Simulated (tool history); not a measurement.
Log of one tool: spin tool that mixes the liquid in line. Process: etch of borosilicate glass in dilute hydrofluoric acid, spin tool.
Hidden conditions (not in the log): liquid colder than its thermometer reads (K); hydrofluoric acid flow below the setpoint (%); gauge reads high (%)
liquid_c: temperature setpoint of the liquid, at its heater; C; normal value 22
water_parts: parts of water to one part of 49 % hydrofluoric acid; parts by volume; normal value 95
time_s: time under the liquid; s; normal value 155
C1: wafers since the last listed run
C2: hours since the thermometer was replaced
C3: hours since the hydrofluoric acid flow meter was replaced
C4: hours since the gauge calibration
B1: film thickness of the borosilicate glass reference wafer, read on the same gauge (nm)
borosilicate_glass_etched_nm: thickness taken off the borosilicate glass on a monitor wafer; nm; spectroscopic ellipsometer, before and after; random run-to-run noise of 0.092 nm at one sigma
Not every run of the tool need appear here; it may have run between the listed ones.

{"run": 1, "hour": 0.0, "liquid_c": 22, "water_parts": 95, "time_s": 155, "C1": 0, "C2": 2103.6, "C3": 1944, "C4": 847.6, "B1": 110.01, "borosilicate_glass_etched_nm": 24.07}
{"run": 2, "hour": 57.9, "liquid_c": 22, "water_parts": 95, "time_s": 155, "C1": 443, "C2": 2161.5, "C3": 2001.9, "C4": 905.5, "B1": 110.02, "borosilicate_glass_etched_nm": 23.95}
{"run": 3, "hour": 102.1, "liquid_c": 22, "water_parts": 95, "time_s": 155, "C1": 338, "C2": 2205.7, "C3": 2046.1, "C4": 949.7, "B1": 110, "borosilicate_glass_etched_nm": 23.8}
{"run": 4, "hour": 163.1, "liquid_c": 22, "water_parts": 95, "time_s": 155, "C1": 467, "C2": 2266.7, "C3": 2107.1, "C4": 1010.7, "B1": 110.02, "borosilicate_glass_etched_nm": 23.98}
{"run": 5, "hour": 205.6, "liquid_c": 22, "water_parts": 95, "time_s": 155, "C1": 325, "C2": 2309.2, "C3": 2149.6, "C4": 1053.2, "B1": 110, "borosilicate_glass_etched_nm": 23.87}
{"hour": 220.8, "done": "gauge calibrated"}
{"run": 6, "hour": 250.0, "liquid_c": 22, "water_parts": 125, "time_s": 155, "C1": 340, "C2": 2353.6, "C3": 2194, "C4": 29.2, "B1": 110.01, "borosilicate_glass_etched_nm": 17.48}
{"run": 7, "hour": 294.9, "liquid_c": 22, "water_parts": 125, "time_s": 155, "C1": 344, "C2": 2398.5, "C3": 2238.9, "C4": 74.1, "B1": 109.98, "borosilicate_glass_etched_nm": 17.4}
{"run": 8, "hour": 366.0, "liquid_c": 22, "water_parts": 95, "time_s": 155, "C1": 545, "C2": 2469.6, "C3": 2310, "C4": 145.2, "B1": 110, "borosilicate_glass_etched_nm": 23.8}
{"run": 9, "hour": 424.3, "liquid_c": 22, "water_parts": 95, "time_s": 155, "C1": 446, "C2": 2527.9, "C3": 2368.3, "C4": 203.5, "B1": 109.99, "borosilicate_glass_etched_nm": 23.6}
{"run": 10, "hour": 457.4, "liquid_c": 22, "water_parts": 95, "time_s": 155, "C1": 253, "C2": 2561, "C3": 2401.4, "C4": 236.6, "B1": 110.02, "borosilicate_glass_etched_nm": 23.62}
{"run": 11, "hour": 510.6, "liquid_c": 22, "water_parts": 95, "time_s": 205, "C1": 407, "C2": 2614.2, "C3": 2454.6, "C4": 289.8, "B1": 110.01, "borosilicate_glass_etched_nm": 30.99}
{"run": 12, "hour": 535.9, "liquid_c": 22, "water_parts": 95, "time_s": 205, "C1": 193, "C2": 2639.5, "C3": 2479.9, "C4": 315.1, "B1": 110.01, "borosilicate_glass_etched_nm": 31.12}
{"run": 13, "hour": 604.6, "liquid_c": 22, "water_parts": 115, "time_s": 185, "C1": 526, "C2": 2708.2, "C3": 2548.6, "C4": 383.8, "B1": 109.98, "borosilicate_glass_etched_nm": 22.66}
{"hour": 608.7, "done": "hydrofluoric acid flow meter replaced"}
{"run": 14, "hour": 648.4, "liquid_c": 22, "water_parts": 115, "time_s": 185, "C1": 328, "C2": 2752, "C3": 39.7, "C4": 427.6, "B1": 110.02, "borosilicate_glass_etched_nm": 23.7}
{"run": 15, "hour": 702.9, "liquid_c": 20.5, "water_parts": 95, "time_s": 105, "C1": 417, "C2": 2806.5, "C3": 94.2, "C4": 482.1, "B1": 110.03, "borosilicate_glass_etched_nm": 15.7}
{"run": 16, "hour": 756.6, "liquid_c": 20.5, "water_parts": 95, "time_s": 105, "C1": 411, "C2": 2860.2, "C3": 147.9, "C4": 535.8, "B1": 109.97, "borosilicate_glass_etched_nm": 15.53}
{"run": 17, "hour": 802.7, "liquid_c": 24.5, "water_parts": 95, "time_s": 155, "C1": 353, "C2": 2906.3, "C3": 194, "C4": 581.9, "B1": 109.99, "borosilicate_glass_etched_nm": 26.93}
{"run": 18, "hour": 856.3, "liquid_c": 18.5, "water_parts": 95, "time_s": 220, "C1": 410, "C2": 2959.9, "C3": 247.6, "C4": 635.5, "B1": 110.02, "borosilicate_glass_etched_nm": 29.82}
{"run": 19, "hour": 894.7, "liquid_c": 22, "water_parts": 55, "time_s": 70, "C1": 294, "C2": 2998.3, "C3": 286, "C4": 673.9, "B1": 110, "borosilicate_glass_etched_nm": 19.89}
{"run": 20, "hour": 962.9, "liquid_c": 23.5, "water_parts": 65, "time_s": 185, "C1": 522, "C2": 3066.5, "C3": 354.2, "C4": 742.1, "B1": 109.96, "borosilicate_glass_etched_nm": 46.74}
{"run": 21, "hour": 1022.9, "liquid_c": 22, "water_parts": 95, "time_s": 155, "C1": 459, "C2": 3126.5, "C3": 414.2, "C4": 802.1, "B1": 110.02, "borosilicate_glass_etched_nm": 24.34}
{"hour": 1036.2, "done": "thermometer replaced"}
{"run": 22, "hour": 1051.5, "liquid_c": 22, "water_parts": 95, "time_s": 155, "C1": 211, "C2": 15.3, "C3": 442.8, "C4": 830.7, "B1": 110, "borosilicate_glass_etched_nm": 25.91}
{"run": 23, "hour": 1107.0, "liquid_c": 25, "water_parts": 70, "time_s": 240, "C1": 425, "C2": 70.8, "C3": 498.3, "C4": 886.2, "B1": 110, "borosilicate_glass_etched_nm": 63.18}
{"run": 24, "hour": 1173.5, "liquid_c": 24.5, "water_parts": 45, "time_s": 110, "C1": 509, "C2": 137.3, "C3": 564.8, "C4": 952.7, "B1": 109.99, "borosilicate_glass_etched_nm": 45.62}
{"run": 25, "hour": 1212.6, "liquid_c": 19, "water_parts": 125, "time_s": 240, "C1": 299, "C2": 176.4, "C3": 603.9, "C4": 991.8, "B1": 109.99, "borosilicate_glass_etched_nm": 26.1}
{"hour": 1240.8, "done": "gauge calibrated"}
{"run": 26, "hour": 1372.7, "liquid_c": 22, "water_parts": 95, "time_s": 155, "C1": 1227, "C2": 336.5, "C3": 764, "C4": 131.9, "B1": 110.01, "borosilicate_glass_etched_nm": 25.69}
{"run": 27, "hour": 1407.3, "liquid_c": 26, "water_parts": 95, "time_s": 210, "C1": 265, "C2": 371.1, "C3": 798.6, "C4": 166.5, "B1": 109.99, "borosilicate_glass_etched_nm": 40.69}
{"run": 28, "hour": 1450.0, "liquid_c": 22, "water_parts": 95, "time_s": 155, "C1": 327, "C2": 413.8, "C3": 841.3, "C4": 209.2, "B1": 110, "borosilicate_glass_etched_nm": 25.6}
{"run": 29, "hour": 1515.4, "liquid_c": 22, "water_parts": 95, "time_s": 200, "C1": 501, "C2": 479.2, "C3": 906.7, "C4": 274.6, "B1": 109.99, "borosilicate_glass_etched_nm": 32.88}
{"run": 30, "hour": 1549.0, "liquid_c": 20, "water_parts": 95, "time_s": 250, "C1": 257, "C2": 512.8, "C3": 940.3, "C4": 308.2, "B1": 109.96, "borosilicate_glass_etched_nm": 38.06}
{"run": 31, "hour": 1614.1, "liquid_c": 22, "water_parts": 95, "time_s": 155, "C1": 499, "C2": 577.9, "C3": 1005.4, "C4": 373.3, "B1": 110, "borosilicate_glass_etched_nm": 25.54}
{"run": 32, "hour": 1679.4, "liquid_c": 22, "water_parts": 50, "time_s": 65, "C1": 500, "C2": 643.2, "C3": 1070.7, "C4": 438.6, "B1": 110.03, "borosilicate_glass_etched_nm": 21.44}
{"run": 33, "hour": 1712.8, "liquid_c": 24, "water_parts": 55, "time_s": 155, "C1": 256, "C2": 676.6, "C3": 1104.1, "C4": 472, "B1": 110.03, "borosilicate_glass_etched_nm": 49.95}

What was the tool's hidden state at every run in the log?
gauge reads high (%): 0 across all the runs
H1: liquid colder than its thermometer reads (K)
H2: hydrofluoric acid flow below the setpoint (%)
run=1 H1=1.23 H2=3.57
run=2 H1=1.26 H2=3.66
run=3 H1=1.29 H2=3.72
run=4 H1=1.32 H2=3.81
run=5 H1=1.34 H2=3.88
run=6 H1=1.37 H2=3.94
run=7 H1=1.4 H2=4.01
run=8 H1=1.44 H2=4.11
run=9 H1=1.47 H2=4.2
run=10 H1=1.49 H2=4.25
run=11 H1=1.52 H2=4.33
run=12 H1=1.53 H2=4.36
run=13 H1=1.57 H2=4.47
run=14 H1=1.6 H2=0.304
run=15 H1=1.63 H2=0.385
run=16 H1=1.66 H2=0.464
run=17 H1=1.68 H2=0.532
run=18 H1=1.71 H2=0.611
run=19 H1=1.74 H2=0.667
run=20 H1=1.77 H2=0.768
run=21 H1=1.81 H2=0.856
run=22 H1=0.0478 H2=0.898
run=23 H1=0.0792 H2=0.98
run=24 H1=0.117 H2=1.08
run=25 H1=0.139 H2=1.14
run=26 H1=0.23 H2=1.37
run=27 H1=0.249 H2=1.42
run=28 H1=0.274 H2=1.49
run=29 H1=0.311 H2=1.58
run=30 H1=0.33 H2=1.63
run=31 H1=0.367 H2=1.73
run=32 H1=0.404 H2=1.82
run=33 H1=0.423 H2=1.87
